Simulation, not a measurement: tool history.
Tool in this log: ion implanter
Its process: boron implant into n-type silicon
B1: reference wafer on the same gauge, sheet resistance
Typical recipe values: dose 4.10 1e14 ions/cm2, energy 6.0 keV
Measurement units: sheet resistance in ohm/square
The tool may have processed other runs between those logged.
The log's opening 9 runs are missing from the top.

-- day=11.612 Faraday cup replaced and dose calibrated, repeated, since the last time left the tool worse
run 10 day=11.633 | dose=4.10 energy=6.0 | B1=242.52 | sheet_resistance=297.73
run 11 day=12.371 | dose=4.10 energy=6.0 | B1=242.26 | sheet_resistance=296.56
-- day=12.879 gauge calibrated
run 12 day=13.575 | dose=4.10 energy=6.0 | B1=242.08 | sheet_resistance=297.15
run 13 day=14.250 | dose=4.10 energy=6.0 | B1=241.95 | sheet_resistance=299.80
-- day=15.154 extraction supply calibrated
run 14 day=15.188 | dose=4.10 energy=6.5 | B1=242.33 | sheet_resistance=296.14
run 15 day=15.979 | dose=4.10 energy=6.0 | B1=242.25 | sheet_resistance=300.75
run 16 day=16.662 | dose=4.10 energy=6.0 | B1=242.31 | sheet_resistance=300.09
run 17 day=17.642 | dose=3.38 energy=7.5 | B1=241.68 | sheet_resistance=341.16
run 18 day=21.967 | dose=4.10 energy=4.5 | B1=242.54 | sheet_resistance=314.41
run 19 day=22.838 | dose=4.10 energy=6.0 | B1=242.47 | sheet_resistance=300.53
run 20 day=23.346 | dose=2.94 energy=6.0 | B1=241.88 | sheet_resistance=400.48
run 21 day=24.112 | dose=5.03 energy=6.0 | B1=241.73 | sheet_resistance=253.56
run 22 day=27.138 | dose=4.10 energy=6.0 | B1=242.69 | sheet_resistance=304.04
run 23 day=28.017 | dose=4.62 energy=5.0 | B1=241.66 | sheet_resistance=284.76
run 24 day=28.633 | dose=4.10 energy=6.0 | B1=242.03 | sheet_resistance=305.63
run 25 day=29.496 | dose=4.90 energy=8.0 | B1=242.33 | sheet_resistance=256.31
run 26 day=30.517 | dose=4.10 energy=6.0 | B1=241.48 | sheet_resistance=309.22
run 27 day=31.417 | dose=2.95 energy=4.5 | B1=241.92 | sheet_resistance=422.18
-- day=31.629 gauge calibrated
run 28 day=32.317 | dose=3.48 energy=7.5 | B1=241.82 | sheet_resistance=343.98
run 29 day=32.917 | dose=5.17 energy=5.0 | B1=242.38 | sheet_resistance=263.76
-- day=33.438 Faraday cup replaced and dose calibrated
run 30 day=34.371 | dose=4.10 energy=6.0 | B1=242.33 | sheet_resistance=300.12
run 31 day=35.675 | dose=4.10 energy=6.0 | B1=242.26 | sheet_resistance=299.11
run 32 day=36.625 | dose=4.10 energy=6.0 | B1=242.36 | sheet_resistance=296.77

Predict each of these 4 candidate next runs independently; none follows another, all start after run 32:
run A day=36.642 | dose=3.02 energy=6.0 | B1=? | sheet_resistance=?
run B day=36.642 | dose=3.43 energy=5.0 | B1=? | sheet_resistance=?
run C day=36.642 | dose=4.10 energy=8.0 | B1=? | sheet_resistance=?
run D day=36.642 | dose=5.31 energy=5.0 | B1=? | sheet_resistance=?

run=A B1=241.86 sheet_resistance=389.53
run=B B1=241.86 sheet_resistance=356.88
run=C B1=241.86 sheet_resistance=289.39
run=D B1=241.86 sheet_resistance=250.56
With no hidden state in the tool, these same runs would have given:
run=A sheet_resistance=384.43
run=B sheet_resistance=352.27
run=C sheet_resistance=285.58
run=D sheet_resistance=247.69

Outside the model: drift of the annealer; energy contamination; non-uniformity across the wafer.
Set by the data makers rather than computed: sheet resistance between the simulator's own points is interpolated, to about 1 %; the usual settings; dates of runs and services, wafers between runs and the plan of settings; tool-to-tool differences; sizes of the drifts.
